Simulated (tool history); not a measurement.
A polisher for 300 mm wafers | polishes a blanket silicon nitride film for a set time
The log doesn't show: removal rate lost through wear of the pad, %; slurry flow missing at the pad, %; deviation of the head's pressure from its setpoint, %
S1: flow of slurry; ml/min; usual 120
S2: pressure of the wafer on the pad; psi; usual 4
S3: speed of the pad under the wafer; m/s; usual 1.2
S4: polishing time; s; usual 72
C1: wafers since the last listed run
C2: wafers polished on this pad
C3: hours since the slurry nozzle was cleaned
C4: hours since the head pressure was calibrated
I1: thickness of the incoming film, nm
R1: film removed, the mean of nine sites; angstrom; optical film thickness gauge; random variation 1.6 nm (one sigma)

run 1 hour=0 | S1=120 S2=4 S3=1.2 S4=72 | C1=0 C2=332 C3=237.3 C4=452.1 | I1=717.8 | R1=2153
run 2 hour=46.1 | S1=120 S2=4 S3=1.2 S4=72 | C1=552 C2=884 C3=283.4 C4=498.2 | I1=725.7 | R1=2108
run 3 hour=66.1 | S1=120 S2=4 S3=0.88 S4=72 | C1=239 C2=1123 C3=303.4 C4=518.2 | I1=722.4 | R1=1642
-- hour=71.2 worn pad replaced by a new one
run 4 hour=90.3 | S1=120 S2=4 S3=0.88 S4=72 | C1=241 C2=229 C3=327.6 C4=542.4 | I1=721.4 | R1=1659
-- hour=118.2 head pressure recalibrated
run 5 hour=118.7 | S1=120 S2=4 S3=0.88 S4=72 | C1=316 C2=545 C3=356 C4=0.5 | I1=724.3 | R1=1545
run 6 hour=143.1 | S1=120 S2=4 S3=1.46 S4=83 | C1=292 C2=837 C3=380.4 C4=24.9 | I1=705.5 | R1=2616
-- hour=168.7 worn pad replaced by a new one
run 7 hour=173.8 | S1=120 S2=4 S3=1.46 S4=83 | C1=319 C2=60 C3=411.1 C4=55.6 | I1=726.8 | R1=2697
run 8 hour=190.3 | S1=120 S2=4.6 S3=1.08 S4=72 | C1=197 C2=258 C3=427.6 C4=72.1 | I1=724.7 | R1=2026
run 9 hour=211.2 | S1=100 S2=3.1 S3=1.38 S4=72 | C1=250 C2=508 C3=448.5 C4=93 | I1=708.6 | R1=1764
run 10 hour=237.5 | S1=145 S2=4.8 S3=1.2 S4=72 | C1=315 C2=823 C3=474.8 C4=119.3 | I1=727.9 | R1=2414
-- hour=251.2 slurry nozzle cleaned
run 11 hour=251.7 | S1=150 S2=4 S3=1.2 S4=72 | C1=158 C2=981 C3=0.5 C4=133.5 | I1=714.3 | R1=2217
-- hour=266.6 worn pad replaced by a new one
run 12 hour=267.1 | S1=110 S2=5.1 S3=1.08 S4=72 | C1=136 C2=5 C3=15.9 C4=148.9 | I1=725.6 | R1=2312
run 13 hour=289.3 | S1=120 S2=4 S3=1.46 S4=83 | C1=265 C2=271 C3=38.1 C4=171.1 | I1=725.6 | R1=2880
run 14 hour=322 | S1=85 S2=4.8 S3=0.8 S4=48 | C1=391 C2=663 C3=70.8 C4=203.8 | I1=720.1 | R1=1053
run 15 hour=342.9 | S1=155 S2=4 S3=1.2 S4=62 | C1=250 C2=913 C3=91.7 C4=224.7 | I1=714.8 | R1=1950
-- hour=357.3 worn pad replaced by a new one
run 16 hour=358.8 | S1=120 S2=4 S3=1.2 S4=96 | C1=142 C2=17 C3=107.6 C4=240.6 | I1=717.1 | R1=2921
run 17 hour=371 | S1=120 S2=4 S3=1.2 S4=72 | C1=146 C2=163 C3=119.8 C4=252.8 | I1=732.8 | R1=2121

Hidden state or all else? Some run-to-run changes of R1, split into what the settings, what came in and random variation would give without the hidden state, and what is left for the hidden state (with any gauge scatter that isn't in both results):
Run 4 -> 5: head pressure recalibrated. R1 -114 angstrom: hidden state -123, all else +9.
Run 13 -> 14: S1 120 -> 85, S2 4 -> 4.8, S3 1.46 -> 0.8, S4 83 -> 48. R1 -1827 angstrom: hidden state -94, all else -1733.
